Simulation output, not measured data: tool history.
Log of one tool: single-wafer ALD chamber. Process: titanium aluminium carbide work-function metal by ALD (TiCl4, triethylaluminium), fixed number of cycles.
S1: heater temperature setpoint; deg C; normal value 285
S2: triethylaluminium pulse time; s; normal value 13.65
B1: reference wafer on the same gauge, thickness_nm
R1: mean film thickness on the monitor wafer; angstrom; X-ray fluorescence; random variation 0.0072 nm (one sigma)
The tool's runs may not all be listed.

Run 1, hour 0: usual settings; B1 1.677. Result: R1 19.65 angstrom.
Run 2, hour 286.9: usual settings; B1 1.675. Result: R1 19.67 angstrom.
Run 3, hour 598.1: usual settings; B1 1.672. Result: R1 19.56 angstrom.
Run 4, hour 672.1: usual settings; B1 1.668. Result: R1 19.64 angstrom.
Run 5, hour 744.3: usual settings; B1 1.668. Result: R1 19.55 angstrom.
Run 6, hour 841.1: usual settings but S1 295 deg C; B1 1.666. Result: R1 20.49 angstrom.
Run 7, hour 880.1: usual settings but S1 295 deg C; B1 1.663. Result: R1 20.56 angstrom.
Run 8, hour 916.4: usual settings but S1 294 deg C; B1 1.664. Result: R1 20.22 angstrom.
Run 9, hour 960.4: usual settings but S1 294 deg C; B1 1.665. Result: R1 20.39 angstrom.
Run 10, hour 1011.3: usual settings but S1 294 deg C; B1 1.659. Result: R1 20.47 angstrom.
Run 11, hour 1070.8: usual settings; B1 1.661. Result: R1 19.55 angstrom.
Run 12, hour 1153: usual settings but S1 294 deg C; B1 1.66. Result: R1 20.35 angstrom.
Run 13, hour 1243.3: usual settings but S1 299 deg C, S2 17.48 s; B1 1.66. Result: R1 20.86 angstrom.
Run 14, hour 1289.5: usual settings but S1 276 deg C, S2 8.65 s; B1 1.66. Result: R1 17.76 angstrom.
Run 15, hour 1374.1: usual settings but S1 277 deg C, S2 15.37 s; B1 1.656. Result: R1 18.74 angstrom.
Run 16, hour 1424.3: usual settings but S2 16.05 s; B1 1.655. Result: R1 19.49 angstrom.
Run 17, hour 1524.3: usual settings but S1 276 deg C, S2 9.83 s; B1 1.651. Result: R1 18.1 angstrom.
Run 18, hour 1597.3: usual settings; B1 1.653. Result: R1 19.46 angstrom.
Run 19, hour 1634.9: usual settings; B1 1.652. Result: R1 19.35 angstrom.
Run 20, hour 1735.5: usual settings but S1 272 deg C, S2 8.67 s; B1 1.647. Result: R1 17.35 angstrom.
Run 21, hour 1825: usual settings but S1 295 deg C, S2 18.9 s; B1 1.697. Result: R1 20.96 angstrom.
Run 22, hour 1868.4: usual settings but S2 10.3 s; B1 1.695. Result: R1 19.4 angstrom.
Run 23, hour 1965.1: usual settings but S1 290 deg C, S2 9.79 s; B1 1.696. Result: R1 19.8 angstrom.
Run 24, hour 2014.8: usual settings; B1 1.694. Result: R1 19.89 angstrom.
Run 25, hour 2093.7: usual settings but S1 276 deg C, S2 9.83 s; B1 1.692. Result: R1 18.53 angstrom.
Run 26, hour 2183.5: usual settings; B1 1.691. Result: R1 19.86 angstrom.
Run 27, hour 2279.3: usual settings but S1 273 deg C, S2 9.68 s; B1 1.69. Result: R1 18.11 angstrom.
Run 28, hour 2433.4: usual settings but S1 292 deg C; B1 1.686. Result: R1 20.46 angstrom.
Run 29, hour 2519.5: usual settings but S1 281 deg C, S2 9.77 s; B1 1.684. Result: R1 18.83 angstrom.
Run 30, hour 2837.2: usual settings but S1 271 deg C, S2 8.62 s; B1 1.681. Result: R1 17.51 angstrom.
Run 31, hour 2932.7: usual settings but S1 292 deg C, S2 11.82 s; B1 1.679. Result: R1 20.24 angstrom.
Run 32, hour 2974.2: usual settings but S1 292 deg C, S2 15.09 s; B1 1.676. Result: R1 20.37 angstrom.
Run 33, hour 3038.4: usual settings; B1 1.673. Result: R1 19.62 angstrom.

Put back what was entered between runs (6 entries, withheld): which listed runs does each sit between, and how does the hidden state differ from the listed run before to the listed run after?
Run 2 -> run 3: thermocouple changed; heater temperature recalibrated (hour 526.3); triethylaluminium bottle replaced (hour 561.5)
  gauge reads high (%): -1.47 -> -1.78
  difference, measured minus the result without the unlogged condition, R1: -0.29 -> -0.36 angstrom
Run 8 -> run 9: showerhead replaced (hour 959.9)
  gauge reads high (%): -2.1 -> -2.15
  difference, measured minus the result without the unlogged condition, R1: -0.43 -> -0.45 angstrom
Run 20 -> run 21: gauge calibrated (hour 1783.3)
  gauge reads high (%): -2.93 -> -0.175
  difference, measured minus the result without the unlogged condition, R1: -0.52 -> -0.03 angstrom
Run 23 -> run 24: thermocouple changed; heater temperature recalibrated (hour 1997.3)
  gauge reads high (%): -0.317 -> -0.367
  difference, measured minus the result without the unlogged condition, R1: -0.06 -> -0.07 angstrom
Run 25 -> run 26: triethylaluminium bottle replaced (hour 2128.4)
  gauge reads high (%): -0.446 -> -0.537
  difference, measured minus the result without the unlogged condition, R1: -0.08 -> -0.11 angstrom
